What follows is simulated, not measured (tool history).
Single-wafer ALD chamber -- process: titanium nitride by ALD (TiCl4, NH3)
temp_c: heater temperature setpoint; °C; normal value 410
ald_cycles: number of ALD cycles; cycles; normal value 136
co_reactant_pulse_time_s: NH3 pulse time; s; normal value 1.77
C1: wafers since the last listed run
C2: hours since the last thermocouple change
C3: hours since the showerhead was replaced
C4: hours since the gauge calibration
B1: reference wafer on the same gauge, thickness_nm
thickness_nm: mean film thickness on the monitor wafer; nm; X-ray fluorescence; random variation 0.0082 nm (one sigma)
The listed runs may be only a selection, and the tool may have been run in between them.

{"run": 1, "hour": 0.0, "temp_c": 410, "ald_cycles": 136, "co_reactant_pulse_time_s": 1.26, "C1": 0, "C2": 2597.5, "C3": 4836.1, "C4": 360.0, "B1": 2.906, "thickness_nm": 3.283}
{"hour": 22.2, "done": "gauge calibrated"}
{"run": 2, "hour": 30.8, "temp_c": 410, "ald_cycles": 136, "co_reactant_pulse_time_s": 1.26, "C1": 37, "C2": 2628.3, "C3": 4866.9, "C4": 8.6, "B1": 2.879, "thickness_nm": 3.248}
{"run": 3, "hour": 57.8, "temp_c": 410, "ald_cycles": 136, "co_reactant_pulse_time_s": 1.26, "C1": 32, "C2": 2655.3, "C3": 4893.9, "C4": 35.6, "B1": 2.881, "thickness_nm": 3.257}
{"run": 4, "hour": 91.4, "temp_c": 410, "ald_cycles": 136, "co_reactant_pulse_time_s": 1.77, "C1": 41, "C2": 2688.9, "C3": 4927.5, "C4": 69.2, "B1": 2.881, "thickness_nm": 3.297}
{"run": 5, "hour": 125.9, "temp_c": 410, "ald_cycles": 136, "co_reactant_pulse_time_s": 1.77, "C1": 42, "C2": 2723.4, "C3": 4962.0, "C4": 103.7, "B1": 2.883, "thickness_nm": 3.291}
{"run": 6, "hour": 142.0, "temp_c": 406, "ald_cycles": 136, "co_reactant_pulse_time_s": 1.77, "C1": 19, "C2": 2739.5, "C3": 4978.1, "C4": 119.8, "B1": 2.884, "thickness_nm": 3.291}
{"run": 7, "hour": 158.8, "temp_c": 406, "ald_cycles": 136, "co_reactant_pulse_time_s": 1.77, "C1": 20, "C2": 2756.3, "C3": 4994.9, "C4": 136.6, "B1": 2.881, "thickness_nm": 3.291}
{"run": 8, "hour": 186.1, "temp_c": 410, "ald_cycles": 136, "co_reactant_pulse_time_s": 1.77, "C1": 33, "C2": 2783.6, "C3": 5022.2, "C4": 163.9, "B1": 2.884, "thickness_nm": 3.304}
{"run": 9, "hour": 220.2, "temp_c": 405, "ald_cycles": 136, "co_reactant_pulse_time_s": 1.77, "C1": 41, "C2": 2817.7, "C3": 5056.3, "C4": 198.0, "B1": 2.888, "thickness_nm": 3.296}
{"run": 10, "hour": 243.3, "temp_c": 405, "ald_cycles": 136, "co_reactant_pulse_time_s": 1.77, "C1": 28, "C2": 2840.8, "C3": 5079.4, "C4": 221.1, "B1": 2.891, "thickness_nm": 3.295}
{"run": 11, "hour": 287.9, "temp_c": 405, "ald_cycles": 136, "co_reactant_pulse_time_s": 1.77, "C1": 54, "C2": 2885.4, "C3": 5124.0, "C4": 265.7, "B1": 2.893, "thickness_nm": 3.31}
{"run": 12, "hour": 302.0, "temp_c": 399, "ald_cycles": 121, "co_reactant_pulse_time_s": 1.26, "C1": 17, "C2": 2899.5, "C3": 5138.1, "C4": 279.8, "B1": 2.895, "thickness_nm": 2.911}
{"run": 13, "hour": 315.9, "temp_c": 410, "ald_cycles": 161, "co_reactant_pulse_time_s": 1.16, "C1": 16, "C2": 2913.4, "C3": 5152.0, "C4": 293.7, "B1": 2.897, "thickness_nm": 3.878}
{"run": 14, "hour": 339.1, "temp_c": 410, "ald_cycles": 136, "co_reactant_pulse_time_s": 1.77, "C1": 28, "C2": 2936.6, "C3": 5175.2, "C4": 316.9, "B1": 2.899, "thickness_nm": 3.315}
{"hour": 371.2, "done": "thermocouple changed; heater temperature recalibrated"}
{"run": 15, "hour": 374.6, "temp_c": 399, "ald_cycles": 136, "co_reactant_pulse_time_s": 1.77, "C1": 33, "C2": 3.4, "C3": 5210.7, "C4": 352.4, "B1": 2.904, "thickness_nm": 3.309}
{"run": 16, "hour": 396.2, "temp_c": 410, "ald_cycles": 159, "co_reactant_pulse_time_s": 1.97, "C1": 26, "C2": 25.0, "C3": 5232.3, "C4": 374.0, "B1": 2.909, "thickness_nm": 3.891}
{"run": 17, "hour": 410.8, "temp_c": 410, "ald_cycles": 136, "co_reactant_pulse_time_s": 1.77, "C1": 17, "C2": 39.6, "C3": 5246.9, "C4": 388.6, "B1": 2.912, "thickness_nm": 3.343}
{"hour": 440.4, "done": "showerhead replaced"}
{"run": 18, "hour": 440.9, "temp_c": 418, "ald_cycles": 136, "co_reactant_pulse_time_s": 1.77, "C1": 26, "C2": 69.7, "C3": 0.5, "C4": 418.7, "B1": 2.915, "thickness_nm": 3.362}
{"hour": 446.6, "done": "gauge calibrated"}
{"run": 19, "hour": 465.8, "temp_c": 410, "ald_cycles": 136, "co_reactant_pulse_time_s": 1.77, "C1": 30, "C2": 94.6, "C3": 25.4, "C4": 19.2, "B1": 2.88, "thickness_nm": 3.288}
{"run": 20, "hour": 482.3, "temp_c": 398, "ald_cycles": 111, "co_reactant_pulse_time_s": 1.58, "C1": 20, "C2": 111.1, "C3": 41.9, "C4": 35.7, "B1": 2.881, "thickness_nm": 2.665}
{"run": 21, "hour": 564.1, "temp_c": 422, "ald_cycles": 136, "co_reactant_pulse_time_s": 1.98, "C1": 99, "C2": 192.9, "C3": 123.7, "C4": 117.5, "B1": 2.884, "thickness_nm": 3.313}
{"run": 22, "hour": 588.1, "temp_c": 410, "ald_cycles": 149, "co_reactant_pulse_time_s": 1.45, "C1": 29, "C2": 216.9, "C3": 147.7, "C4": 141.5, "B1": 2.885, "thickness_nm": 3.592}

Below are 3 alternative next runs, each starting from the tool's condition after run 22. Predict each:
{"run": "A", "hour": 588.8, "temp_c": 410, "ald_cycles": 109, "co_reactant_pulse_time_s": 1.77, "C1": 0, "C2": 217.6, "C3": 148.4, "C4": 142.2, "B1": "?", "thickness_nm": "?"}
{"run": "B", "hour": 588.8, "temp_c": 410, "ald_cycles": 136, "co_reactant_pulse_time_s": 1.47, "C1": 0, "C2": 217.6, "C3": 148.4, "C4": 142.2, "B1": "?", "thickness_nm": "?"}
{"run": "C", "hour": 588.8, "temp_c": 416, "ald_cycles": 121, "co_reactant_pulse_time_s": 1.77, "C1": 0, "C2": 217.6, "C3": 148.4, "C4": 142.2, "B1": "?", "thickness_nm": "?"}

run=A B1=2.883 thickness_nm=2.639
run=B B1=2.883 thickness_nm=3.275
run=C B1=2.883 thickness_nm=2.937
Without the tool's hidden state the same runs would have given:
run=A thickness_nm=2.635
run=B thickness_nm=3.269
run=C thickness_nm=2.932
